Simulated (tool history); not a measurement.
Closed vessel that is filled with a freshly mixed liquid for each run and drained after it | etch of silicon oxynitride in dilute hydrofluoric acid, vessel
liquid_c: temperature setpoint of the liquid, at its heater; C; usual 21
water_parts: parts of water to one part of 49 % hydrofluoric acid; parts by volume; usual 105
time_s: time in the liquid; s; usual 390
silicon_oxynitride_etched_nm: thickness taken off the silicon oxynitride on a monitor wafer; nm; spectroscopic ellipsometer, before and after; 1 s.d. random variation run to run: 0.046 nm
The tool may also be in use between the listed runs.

run   hour  liquid_c  water_parts  time_s  read-back film thickness of the silicon oxynitride reference wafer, read on the same gauge (nm)  silicon_oxynitride_etched_nm
  1    0.0        21          105     390                                                                                            90.00                         15.37
  2   20.4        21          105     390                                                                                            90.00                         15.39
  3   54.0        21          105     390                                                                                            90.02                         15.43
  4   74.2        21          105     450                                                                                            89.99                         17.72
  5  106.5        21          105     390                                                                                            90.03                         15.48
  6  137.7        21          105     285                                                                                            90.02                         11.27
  7  160.4        21          105     285                                                                                            90.00                         11.25
  8  184.2        25          105     390                                                                                            90.02                         18.77
  9  211.1        21          105     335                                                                                            89.98                         13.35
 10  231.0        21          105     335                                                                                            90.00                         13.25
     266.1  -- gauge calibrated
 11  266.4        21          105     335                                                                                            90.01                         13.27
 12  301.3        21          105     390                                                                                            90.01                         15.54
 13  384.3        21          105     390                                                                                            90.00                         15.55
 14  420.3        21           90     390                                                                                            89.99                         18.28

For run 15, what comes out?
 15  437.7        21          135     180                                                                                                ?                             ?

read-back film thickness of the silicon oxynitride reference wafer, read on the same gauge (nm): 90.00
silicon_oxynitride_etched_nm: 5.46 nm
Without the tool's hidden state the same run would have given silicon_oxynitride_etched_nm 5.32 nm.
